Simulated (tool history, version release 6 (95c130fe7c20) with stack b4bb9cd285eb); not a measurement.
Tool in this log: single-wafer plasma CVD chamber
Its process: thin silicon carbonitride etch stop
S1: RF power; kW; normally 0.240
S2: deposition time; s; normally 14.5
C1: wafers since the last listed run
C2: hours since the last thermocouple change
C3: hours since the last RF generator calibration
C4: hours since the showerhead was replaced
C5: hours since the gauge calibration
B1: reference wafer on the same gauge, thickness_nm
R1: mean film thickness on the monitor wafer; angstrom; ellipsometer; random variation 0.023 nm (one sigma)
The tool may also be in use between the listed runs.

run,day,S1,S2,C1,C2,C3,C4,C5,B1,R1
1,0.000,0.205,14.5,0,154.7,859.4,4616.0,851.8,9.711,84.35
2,2.258,0.240,14.5,1281,208.9,913.6,4670.2,906.0,9.693,88.73
3,4.592,0.240,14.5,1324,264.9,969.6,4726.2,962.0,9.707,88.67
4,5.688,0.240,13.0,621,291.2,995.9,4752.5,988.3,9.687,79.43
5,6.975,0.240,14.5,730,322.1,1026.8,4783.4,1019.2,9.693,88.64
6,8.646,0.240,14.5,948,362.2,1066.9,4823.5,1059.3,9.705,88.33
7,10.675,0.275,12.2,1151,410.9,1115.6,4872.2,1108.0,9.699,77.68
8,12.562,0.275,12.2,1071,456.2,1160.9,4917.5,1153.3,9.706,77.94
9,15.104,0.240,14.5,1442,517.2,1221.9,4978.5,1214.3,9.695,88.48
10,17.675,0.240,14.5,1458,578.9,1283.6,5040.2,1276.0,9.702,88.63
11,18.921,0.240,14.5,706,608.8,1313.5,5070.1,1305.9,9.705,88.61
12,21.588,0.240,14.5,1513,672.8,1377.5,5134.1,1369.9,9.696,88.64
# day 28.242: showerhead replaced
13,28.362,0.240,14.5,3655,835.4,1540.1,2.9,1532.5,9.709,88.09
14,31.112,0.240,14.5,1560,901.4,1606.1,68.9,1598.5,9.706,88.59
# day 33.388: gauge calibrated
15,34.050,0.240,14.5,1666,971.9,1676.6,139.4,15.9,9.700,88.72
16,36.338,0.240,14.5,1298,1026.8,1731.5,194.3,70.8,9.713,88.39
17,38.771,0.240,15.7,1380,1085.2,1789.9,252.7,129.2,9.713,95.26
# day 39.333: thermocouple changed; heater temperature recalibrated
# day 39.804: RF generator calibrated
18,40.138,0.260,13.0,397,19.3,8.0,285.5,162.0,9.699,81.43
19,42.621,0.225,13.5,1409,78.9,67.6,345.1,221.6,9.704,81.02
20,43.854,0.215,13.1,699,108.5,97.2,374.7,251.2,9.707,77.46
21,46.554,0.240,14.5,1532,173.3,162.0,439.5,316.0,9.700,88.50
22,54.421,0.270,11.7,4463,362.1,350.8,628.3,504.8,9.701,73.87
23,55.658,0.240,14.5,702,391.8,380.5,658.0,534.5,9.703,87.92
24,57.450,0.215,11.6,1016,434.8,423.5,701.0,577.5,9.692,68.32
25,58.717,0.240,14.5,718,465.2,453.9,731.4,607.9,9.707,88.37
26,60.446,0.260,13.6,981,506.7,495.4,772.9,649.4,9.700,85.46
27,63.175,0.240,14.5,1548,572.2,560.9,838.4,714.9,9.695,88.43
28,64.496,0.240,14.5,749,603.9,592.6,870.1,746.6,9.705,88.49
29,65.921,0.210,15.7,808,638.1,626.8,904.3,780.8,9.704,91.66
30,67.158,0.290,17.2,702,667.8,656.5,934.0,810.5,9.701,111.35
31,69.792,0.210,16.9,1494,731.0,719.7,997.2,873.7,9.705,98.92
32,71.412,0.260,15.4,919,769.9,758.6,1036.1,912.6,9.693,96.70
33,73.304,0.280,17.2,1073,815.3,804.0,1081.5,958.0,9.692,109.68
34,75.767,0.215,12.7,1397,874.4,863.1,1140.6,1017.1,9.705,74.78
35,77.025,0.240,14.5,714,904.6,893.3,1170.8,1047.3,9.702,88.56
36,79.950,0.225,11.7,1659,974.8,963.5,1241.0,1117.5,9.705,69.93
37,82.875,0.255,14.5,1659,1045.0,1033.7,1311.2,1187.7,9.697,90.08

State the hidden condition of the tool at each of the runs:
wafer temperature above the value expected at the setpoint (K): 0 on each run
delivered RF power above the setpoint (%): 0 on each run
gauge reads high (%): 0 on each run
